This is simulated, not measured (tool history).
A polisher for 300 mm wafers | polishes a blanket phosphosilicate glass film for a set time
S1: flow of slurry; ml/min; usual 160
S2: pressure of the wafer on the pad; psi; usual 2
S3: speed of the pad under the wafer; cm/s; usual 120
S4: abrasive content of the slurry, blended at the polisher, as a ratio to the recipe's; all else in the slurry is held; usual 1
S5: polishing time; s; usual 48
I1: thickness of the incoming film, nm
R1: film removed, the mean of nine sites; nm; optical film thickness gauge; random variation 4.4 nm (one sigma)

run	hour	S1	S2	S3	S4	S5	I1	R1
1	0	180	2	120	1	48	3534.2	362.8
# hour 32.7: slurry nozzle cleaned
2	50.6	160	2	90	1	48	3548.4	286.1
3	74.8	160	2	120	1	48	3555.3	364
4	137.5	160	2	120	1	55	3645	422
# hour 144.2: head pressure recalibrated
# hour 173.6: slurry blender recalibrated
5	176.4	160	2	120	1	55	3578	406
# hour 205.1: worn pad replaced by a new one
6	213.3	160	2	120	1	55	3521.8	415.8
7	237.6	160	1.7	120	1	57	3536.1	374.3
8	277.9	160	2	120	1	48	3566.4	357.6
# hour 296.4: conditioning disc replaced and pad reconditioned
9	341.5	160	2	120	1	48	3561	370.7
# hour 344.9: slurry nozzle cleaned
# hour 409.4: worn pad replaced by a new one
10	409.9	160	2	120	1	48	3590.4	361.1
11	454.6	160	2	120	1	48	3605.9	367
# hour 475.7: slurry blender recalibrated
12	511.2	115	2.2	100	1	37	3571.2	250.1
# hour 571.8: conditioning disc replaced and pad reconditioned
13	582.3	160	2	120	1.3	48	3574.5	394.8

Run 14 comes next. What will it give?
# hour 601.8: head pressure recalibrated
# hour 610.8: worn pad replaced by a new one
14	639.2	160	1.6	78	1	48	3575.2	?

{"run 14": {"R1": 208.6}}
Without the tool's hidden state the same run would have given R1 208.6 nm.
